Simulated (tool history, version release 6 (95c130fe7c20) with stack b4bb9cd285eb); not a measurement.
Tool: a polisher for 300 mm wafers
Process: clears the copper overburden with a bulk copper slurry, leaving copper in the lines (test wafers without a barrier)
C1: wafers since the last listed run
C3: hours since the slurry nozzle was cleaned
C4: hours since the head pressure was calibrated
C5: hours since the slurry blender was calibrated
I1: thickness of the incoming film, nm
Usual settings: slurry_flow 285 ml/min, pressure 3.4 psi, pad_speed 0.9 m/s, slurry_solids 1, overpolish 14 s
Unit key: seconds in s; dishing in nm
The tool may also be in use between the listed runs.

run 1 hour=0 | slurry_flow=285 pressure=2.6 pad_speed=0.9 slurry_solids=1 overpolish=14 | C1=0 wafers_polished_on_this_pad=443 C3=146.7 C4=1089.8 C5=379.2 | I1=1134.1 | seconds=142.1 dishing=66.4
run 2 hour=31.9 | slurry_flow=285 pressure=3.4 pad_speed=0.9 slurry_solids=1.2 overpolish=14 | C1=335 wafers_polished_on_this_pad=778 C3=178.6 C4=1121.7 C5=411.1 | I1=1151.4 | seconds=105.4 dishing=85.7
run 3 hour=52.4 | slurry_flow=285 pressure=3.4 pad_speed=0.9 slurry_solids=1.2 overpolish=14 | C1=215 wafers_polished_on_this_pad=994 C3=199.1 C4=1142.2 C5=431.6 | I1=1124.9 | seconds=103.8 dishing=83.7
run 4 hour=79.3 | slurry_flow=285 pressure=3.4 pad_speed=0.9 slurry_solids=0.95 overpolish=14 | C1=282 wafers_polished_on_this_pad=1277 C3=226 C4=1169.1 C5=458.5 | I1=1146.1 | seconds=112.3 dishing=81.8
-- hour=98.9 worn pad replaced by a new one
run 5 hour=99.4 | slurry_flow=285 pressure=3.4 pad_speed=0.9 slurry_solids=0.95 overpolish=14 | C1=169 wafers_polished_on_this_pad=5 C3=246.1 C4=1189.2 C5=478.6 | I1=1117.1 | seconds=103.8 dishing=84.2
run 6 hour=116.3 | slurry_flow=285 pressure=3.4 pad_speed=0.9 slurry_solids=1 overpolish=14 | C1=177 wafers_polished_on_this_pad=183 C3=263 C4=1206.1 C5=495.5 | I1=1152.9 | seconds=107.4 dishing=83.3
-- hour=122.9 slurry blender recalibrated
run 7 hour=143.7 | slurry_flow=285 pressure=3.4 pad_speed=1.14 slurry_solids=1 overpolish=14 | C1=267 wafers_polished_on_this_pad=450 C3=290.4 C4=1233.5 C5=20.8 | I1=1141.7 | seconds=90.3 dishing=98
run 8 hour=161.9 | slurry_flow=370 pressure=3.4 pad_speed=0.9 slurry_solids=1 overpolish=21 | C1=191 wafers_polished_on_this_pad=642 C3=308.6 C4=1251.7 C5=39 | I1=1123.1 | seconds=109.2 dishing=106.3
-- hour=167.9 slurry nozzle cleaned
run 9 hour=187.8 | slurry_flow=365 pressure=3.4 pad_speed=0.9 slurry_solids=1 overpolish=14 | C1=261 wafers_polished_on_this_pad=904 C3=19.9 C4=1277.6 C5=64.9 | I1=1137.4 | seconds=109.5 dishing=81
-- hour=195.6 slurry blender recalibrated, repeated, since the last time left the tool worse
run 10 hour=214.4 | slurry_flow=255 pressure=2.5 pad_speed=0.9 slurry_solids=1.25 overpolish=14 | C1=258 wafers_polished_on_this_pad=1162 C3=46.5 C4=1304.2 C5=18.8 | I1=1131 | seconds=139.7 dishing=67.1
-- hour=233 worn pad replaced by a new one
-- hour=239 head pressure recalibrated
run 11 hour=247.1 | slurry_flow=385 pressure=4.2 pad_speed=0.9 slurry_solids=0.85 overpolish=14 | C1=280 wafers_polished_on_this_pad=127 C3=79.2 C4=8.1 C5=51.5 | I1=1143.9 | seconds=84.5 dishing=102.7
run 12 hour=278.4 | slurry_flow=285 pressure=3.4 pad_speed=0.9 slurry_solids=1 overpolish=14 | C1=329 wafers_polished_on_this_pad=456 C3=110.5 C4=39.4 C5=82.8 | I1=1128.6 | seconds=103.9 dishing=83.6
run 13 hour=294 | slurry_flow=285 pressure=3.4 pad_speed=0.9 slurry_solids=1 overpolish=14 | C1=164 wafers_polished_on_this_pad=620 C3=126.1 C4=55 C5=98.4 | I1=1117.5 | seconds=104.5 dishing=85.7
run 14 hour=310.1 | slurry_flow=285 pressure=3 pad_speed=0.9 slurry_solids=1 overpolish=21 | C1=169 wafers_polished_on_this_pad=789 C3=142.2 C4=71.1 C5=114.5 | I1=1126.9 | seconds=116.6 dishing=98.7
run 15 hour=327.6 | slurry_flow=285 pressure=4.4 pad_speed=0.9 slurry_solids=1 overpolish=14 | C1=184 wafers_polished_on_this_pad=974 C3=159.7 C4=88.6 C5=132 | I1=1131.3 | seconds=80.1 dishing=102.9

Predict each of these 5 candidate next runs independently; none follows another, all start after run 15:
run A hour=328.1 | slurry_flow=285 pressure=3.4 pad_speed=0.9 slurry_solids=1 overpolish=14 | C1=5 wafers_polished_on_this_pad=979 C3=160.2 C4=89.1 C5=132.5 | I1=1146.9 | seconds=? dishing=?
run B hour=328.1 | slurry_flow=285 pressure=3.4 pad_speed=0.62 slurry_solids=1 overpolish=14 | C1=5 wafers_polished_on_this_pad=979 C3=160.2 C4=89.1 C5=132.5 | I1=1146.9 | seconds=? dishing=?
run C hour=328.1 | slurry_flow=285 pressure=2.7 pad_speed=0.72 slurry_solids=1 overpolish=14 | C1=5 wafers_polished_on_this_pad=979 C3=160.2 C4=89.1 C5=132.5 | I1=1146.9 | seconds=? dishing=?
run D hour=328.1 | slurry_flow=215 pressure=3.4 pad_speed=0.9 slurry_solids=1 overpolish=14 | C1=5 wafers_polished_on_this_pad=979 C3=160.2 C4=89.1 C5=132.5 | I1=1146.9 | seconds=? dishing=?
run E hour=328.1 | slurry_flow=285 pressure=3.4 pad_speed=0.9 slurry_solids=1.25 overpolish=20 | C1=5 wafers_polished_on_this_pad=979 C3=160.2 C4=89.1 C5=132.5 | I1=1146.9 | seconds=? dishing=?

run=A seconds=108.3 dishing=86.5
run=B seconds=157.2 dishing=66
run=C seconds=170.5 dishing=60.9
run=D seconds=112.1 dishing=84.5
run=E seconds=104 dishing=110.6
The same runs, with their run-to-run variation unchanged, on a tool lacking any hidden condition would have given:
run=A seconds=105.7 dishing=88
run=B seconds=153.4 dishing=67.3
run=C seconds=166.4 dishing=62
run=D seconds=109.4 dishing=86
run=E seconds=101.4 dishing=112.1
